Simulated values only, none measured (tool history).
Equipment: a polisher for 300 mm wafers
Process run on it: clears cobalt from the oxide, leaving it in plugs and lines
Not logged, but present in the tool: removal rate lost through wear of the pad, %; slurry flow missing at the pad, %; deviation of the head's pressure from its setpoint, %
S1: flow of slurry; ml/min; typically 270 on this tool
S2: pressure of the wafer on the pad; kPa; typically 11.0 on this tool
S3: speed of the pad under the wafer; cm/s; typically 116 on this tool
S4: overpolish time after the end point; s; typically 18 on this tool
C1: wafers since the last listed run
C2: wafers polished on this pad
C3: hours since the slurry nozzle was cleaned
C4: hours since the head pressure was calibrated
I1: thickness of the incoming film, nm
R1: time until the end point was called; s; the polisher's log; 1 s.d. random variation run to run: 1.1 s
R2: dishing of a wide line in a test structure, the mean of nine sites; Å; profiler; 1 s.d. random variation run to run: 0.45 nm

run,hour,S1,S2,S3,S4,C1,C2,C3,C4,I1,R1,R2
1,0.0,270,11.0,116,18,0,1695,758.2,473.3,248.6,60.3,413
2,85.3,270,11.0,116,27,678,2374,843.5,558.6,246.7,59.2,483
3,114.4,270,11.0,116,18,231,2605,872.6,587.7,251.4,60.4,404
# hour 180.2: slurry nozzle cleaned
4,183.2,270,11.0,116,18,539,3144,3.0,656.5,249.2,64.9,404
# hour 197.3: worn pad replaced by a new one
5,216.1,270,11.0,116,18,229,149,35.9,689.4,252.9,55.8,424
6,277.1,270,9.0,116,18,485,634,96.9,750.4,248.6,65.2,392
7,345.5,270,9.0,116,18,543,1178,165.3,818.8,247.8,68.5,388
8,406.1,200,11.0,116,18,481,1660,225.9,879.4,251.5,58.2,416
9,532.6,200,11.0,116,18,1005,2666,352.4,1005.9,252.2,61.2,411
# hour 544.1: head pressure recalibrated
10,570.9,270,11.0,116,18,288,2955,390.7,26.8,252.1,65.4,401
# hour 588.0: worn pad replaced by a new one
11,638.5,270,11.0,116,18,505,401,458.3,94.4,252.6,60.8,421
12,667.8,320,11.0,116,18,232,634,487.6,123.7,253.0,60.5,423
13,712.0,270,11.0,116,18,351,986,531.8,167.9,250.6,60.0,415
14,766.8,270,11.0,116,15,435,1422,586.6,222.7,253.5,60.0,387
15,803.2,270,11.0,116,15,289,1711,623.0,259.1,250.6,61.8,372
16,864.0,270,11.0,140,18,483,2194,683.8,319.9,249.1,51.2,448
17,926.7,270,11.0,116,18,498,2693,746.5,382.6,247.2,60.7,411
18,966.5,270,11.0,116,18,316,3010,786.3,422.4,254.4,63.7,405
19,1006.4,270,11.0,116,25,317,3327,826.2,462.3,252.7,65.1,460
# hour 1019.0: worn pad replaced by a new one
# hour 1024.1: slurry nozzle cleaned
20,1042.6,200,8.3,92,25,248,179,18.5,498.5,247.1,96.6,384
21,1097.6,270,9.7,116,11,437,617,73.5,553.5,249.4,64.4,298
22,1163.5,360,12.4,116,18,524,1141,139.4,619.4,251.5,51.6,432
23,1217.4,270,11.0,116,18,428,1569,193.3,673.3,247.3,57.6,414
24,1284.2,270,11.0,116,18,531,2100,260.1,740.1,247.1,60.5,410
25,1319.5,270,11.0,116,24,280,2381,295.4,775.4,249.8,57.6,465
26,1365.9,270,11.0,116,9,368,2750,341.8,821.8,246.6,60.5,274
# hour 1374.2: worn pad replaced by a new one
27,1390.6,270,11.0,116,18,164,130,366.5,846.5,245.4,53.6,436
28,1446.9,270,11.0,116,18,447,578,422.8,902.8,246.6,54.4,427
29,1496.0,270,14.5,104,18,390,968,471.9,951.9,248.4,46.7,450
30,1562.8,270,11.0,116,18,531,1499,538.7,1018.7,250.7,55.2,431
# hour 1566.8: head pressure recalibrated
31,1589.6,270,9.7,116,9,197,1697,565.5,22.8,251.1,73.2,238
32,1658.5,270,13.1,154,18,547,2245,634.4,91.7,247.2,41.3,473
33,1683.7,270,11.0,116,18,200,2445,659.6,116.9,253.8,65.8,399
34,1738.5,270,14.5,92,18,435,2881,714.4,171.7,251.7,64.8,401

Run-by-run hidden state of the tool:
slurry flow missing at the pad, %: 0 at every run
H1: removal rate lost through wear of the pad, %
H2: deviation of the head's pressure from its setpoint, %
run,H1,H2
1,5.79,4.9
2,8.09,5.81
3,8.87,6.12
4,10.7,6.86
5,0.612,7.21
6,2.25,7.87
7,4.09,8.6
8,5.73,9.25
9,9.13,10.6
10,10.2,1.12
11,1.43,1.84
12,2.22,2.16
13,3.41,2.63
14,4.89,3.22
15,5.87,3.61
16,7.5,4.26
17,9.19,4.93
18,10.3,5.36
19,11.3,5.78
20,2.22,6.17
21,3.7,6.76
22,5.47,7.47
23,6.93,8.04
24,8.72,8.76
25,9.67,9.14
26,10.9,9.63
27,0.606,9.9
28,2.12,10.5
29,3.44,11
30,5.24,11.7
31,5.96,-3.11
32,7.82,-2.37
33,8.5,-2.1
34,9.97,-1.51
